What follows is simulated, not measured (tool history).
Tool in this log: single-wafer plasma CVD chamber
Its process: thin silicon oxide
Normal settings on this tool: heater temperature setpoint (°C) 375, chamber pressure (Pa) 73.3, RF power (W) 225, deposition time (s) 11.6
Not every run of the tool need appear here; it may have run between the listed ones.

| run | hour | heater temperature setpoint (°C) | chamber pressure (Pa) | RF power (W) | deposition time (s) | wafers since the last listed run | hours since the last thermocouple change | hours since the last RF generator calibration | hours since the last manometer calibration | hours since the showerhead was replaced | hours since the gauge calibration | read-back reference wafer on the same gauge, thickness_nm | mean film thickness on the monitor wafer (nm) |
|---|---|---|---|---|---|---|---|---|---|---|---|---|---|
| 1 | 0 | 385 | 73.3 | 225 | 10.7 | 0 | 23.1 | 636.3 | 1727.8 | 6175.3 | 543.2 | 11.806 | 10.247 |
| 2 | 57.3 | 385 | 73.3 | 225 | 10.7 | 2274 | 80.4 | 693.6 | 1785.1 | 6232.6 | 600.5 | 11.793 | 10.128 |
| 3 | 130.3 | 385 | 73.3 | 225 | 10.7 | 2897 | 153.4 | 766.6 | 1858.1 | 6305.6 | 673.5 | 11.798 | 10.149 |
| 4 | 175 | 375 | 73.3 | 225 | 10.2 | 1774 | 198.1 | 811.3 | 1902.8 | 6350.3 | 718.2 | 11.801 | 9.737 |
| 5 | 277.5 | 375 | 73.3 | 225 | 10.2 | 4068 | 300.6 | 913.8 | 2005.3 | 6452.8 | 820.7 | 11.806 | 9.713 |
| 6 | 361.9 | 371 | 73.3 | 225 | 11.6 | 3349 | 385 | 998.2 | 2089.7 | 6537.2 | 905.1 | 11.813 | 11.084 |
| 7 | 457.9 | 371 | 73.3 | 225 | 11.6 | 3810 | 481 | 1094.2 | 2185.7 | 6633.2 | 1001.1 | 11.805 | 11.042 |
| 8 | 535.6 | 371 | 73.3 | 225 | 11.6 | 3083 | 558.7 | 1171.9 | 2263.4 | 6710.9 | 1078.8 | 11.795 | 11.086 |
| 9 | 593.8 | 375 | 73.3 | 225 | 11.6 | 2309 | 616.9 | 1230.1 | 2321.6 | 6769.1 | 1137 | 11.801 | 11.036 |
| 10 | 665.6 | 375 | 73.3 | 225 | 11.6 | 2849 | 688.7 | 1301.9 | 2393.4 | 6840.9 | 1208.8 | 11.798 | 11.05 |
| 11 | 752.5 | 375 | 73.3 | 225 | 11.6 | 3448 | 775.6 | 1388.8 | 2480.3 | 6927.8 | 1295.7 | 11.799 | 10.942 |
|  | 809.8 | gauge calibrated |
|  | 851.9 | capacitance manometer re-zeroed and calibrated |
| 12 | 1000.6 | 375 | 62 | 265 | 11.6 | 9529 | 1023.7 | 1636.9 | 148.7 | 7175.9 | 190.8 | 11.795 | 10.035 |
| 13 | 1100.8 | 383 | 55.6 | 190 | 9.8 | 3976 | 1123.9 | 1737.1 | 248.9 | 7276.1 | 291 | 11.793 | 6.894 |
| 14 | 1172.4 | 375 | 73.3 | 200 | 10.3 | 2841 | 1195.5 | 1808.7 | 320.5 | 7347.7 | 362.6 | 11.799 | 9.737 |
|  | 1330 | thermocouple changed; heater temperature recalibrated |
| 15 | 1423 | 375 | 73.3 | 225 | 11.6 | 9628 | 93 | 2059.3 | 571.1 | 7598.3 | 613.2 | 11.801 | 11.144 |
| 16 | 1490.7 | 375 | 73.3 | 225 | 11.6 | 2686 | 160.7 | 2127 | 638.8 | 7666 | 680.9 | 11.799 | 11.101 |
|  | 1506.8 | showerhead replaced |
|  | 1537.7 | RF generator calibrated |
| 17 | 1580.2 | 375 | 66 | 195 | 11.6 | 2917 | 250.2 | 42.5 | 728.3 | 73.4 | 770.4 | 11.804 | 9.83 |
| 18 | 1680.2 | 383 | 61.5 | 225 | 12.3 | 3968 | 350.2 | 142.5 | 828.3 | 173.4 | 870.4 | 11.794 | 9.946 |
| 19 | 1758.9 | 386 | 73.3 | 200 | 11.6 | 3123 | 428.9 | 221.2 | 907 | 252.1 | 949.1 | 11.791 | 10.839 |
| 20 | 1852.7 | 385 | 73.3 | 225 | 10.7 | 3722 | 522.7 | 315 | 1000.8 | 345.9 | 1042.9 | 11.801 | 10.265 |
| 21 | 1948 | 367 | 73.3 | 225 | 11.6 | 3782 | 618 | 410.3 | 1096.1 | 441.2 | 1138.2 | 11.796 | 11.258 |

Had the tool no unlogged condition, and each run kept its random variation, what would the results have been?
Unlogged tool condition in this case: wafer temperature above the value expected at the setpoint (K); delivered RF power above the setpoint (%); true pressure above the setpoint (%); gauge reads high (%).
| run | mean film thickness on the monitor wafer (nm) |
|---|---|
| 1 | 10.762 |
| 2 | 10.647 |
| 3 | 10.682 |
| 4 | 10.257 |
| 5 | 10.248 |
| 6 | 11.709 |
| 7 | 11.682 |
| 8 | 11.741 |
| 9 | 11.697 |
| 10 | 11.724 |
| 11 | 11.623 |
| 12 | 10.306 |
| 13 | 7.135 |
| 14 | 10.101 |
| 15 | 11.67 |
| 16 | 11.654 |
| 17 | 10.143 |
| 18 | 10.318 |
| 19 | 11.247 |
| 20 | 10.679 |
| 21 | 11.742 |
